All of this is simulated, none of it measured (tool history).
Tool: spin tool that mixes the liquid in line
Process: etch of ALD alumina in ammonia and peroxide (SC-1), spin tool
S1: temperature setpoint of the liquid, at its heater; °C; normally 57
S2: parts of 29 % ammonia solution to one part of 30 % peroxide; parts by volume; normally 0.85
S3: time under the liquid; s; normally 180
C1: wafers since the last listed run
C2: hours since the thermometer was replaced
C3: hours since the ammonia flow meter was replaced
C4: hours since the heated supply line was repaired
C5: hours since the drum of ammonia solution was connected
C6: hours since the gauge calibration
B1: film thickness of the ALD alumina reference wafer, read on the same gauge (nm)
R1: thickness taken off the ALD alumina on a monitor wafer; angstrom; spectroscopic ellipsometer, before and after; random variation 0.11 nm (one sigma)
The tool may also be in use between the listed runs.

run	hour	S1	S2	S3	C1	C2	C3	C4	C5	C6	B1	R1
1	0	51.5	0.85	180	0	1977.6	886.5	2137	934.9	152.1	59.98	96.2
2	25.9	51.5	0.85	180	241	2003.5	912.4	2162.9	960.8	178	60	94.5
3	52.6	57	0.85	180	248	2030.2	939.1	2189.6	987.5	204.7	59.99	128.8
4	81.5	54.5	0.65	180	269	2059.1	968	2218.5	1016.4	233.6	60.01	108.5
5	178.3	54.5	0.65	180	901	2155.9	1064.8	2315.3	1113.2	330.4	60.01	107.2
# hour 188.9: gauge calibrated
6	194.7	54.5	0.65	180	152	2172.3	1081.2	2331.7	1129.6	5.8	59.98	106.5
# hour 209.1: heated supply line repaired
7	219.3	52.5	0.85	180	219	2196.9	1105.8	10.2	1154.2	30.4	59.99	123.3
# hour 243.9: new drum of ammonia solution connected
8	251.1	57	0.85	180	286	2228.7	1137.6	42	7.2	62.2	59.96	155.2
9	286.9	57	0.85	180	333	2264.5	1173.4	77.8	43	98	59.98	155.7
10	307.8	57	0.65	255	194	2285.4	1194.3	98.7	63.9	118.9	59.98	213
# hour 310.6: ammonia flow meter replaced
11	342	57	0.85	180	309	2319.6	31.4	132.9	98.1	153.1	60.01	155
12	372	60.5	0.75	220	279	2349.6	61.4	162.9	128.1	183.1	60.01	223
13	395.7	57	0.85	180	220	2373.3	85.1	186.6	151.8	206.8	59.98	152.9
14	420.1	57	0.85	180	227	2397.7	109.5	211	176.2	231.2	59.99	154.6
# hour 442.6: thermometer replaced
15	455	54	0.6	260	315	12.4	144.4	245.9	211.1	266.1	60	181.2
16	482.7	53.5	1.05	180	258	40.1	172.1	273.6	238.8	293.8	59.99	127.9
# hour 490.5: gauge calibrated
17	515	64.5	0.45	100	300	72.4	204.4	305.9	271.1	24.5	59.99	115.5
18	537.8	57	0.85	180	212	95.2	227.2	328.7	293.9	47.3	60.01	150.5
19	572.3	57	0.6	180	321	129.7	261.7	363.2	328.4	81.8	60.03	147.1

What if the next run were any one of these 3? Each begins from the tool's condition after run 19:
A	572.8	57	0.85	180	4	130.2	262.2	363.7	328.9	82.3	?	?
B	572.8	48	0.5	225	4	130.2	262.2	363.7	328.9	82.3	?	?
C	572.8	65.5	1	180	4	130.2	262.2	363.7	328.9	82.3	?	?

run	B1	R1
A	60.01	152.3
B	60.01	110.8
C	60.01	239.2
Had the tool no hidden state, the same runs would have come out as:
run	R1
A	162.1
B	118.5
C	253.7
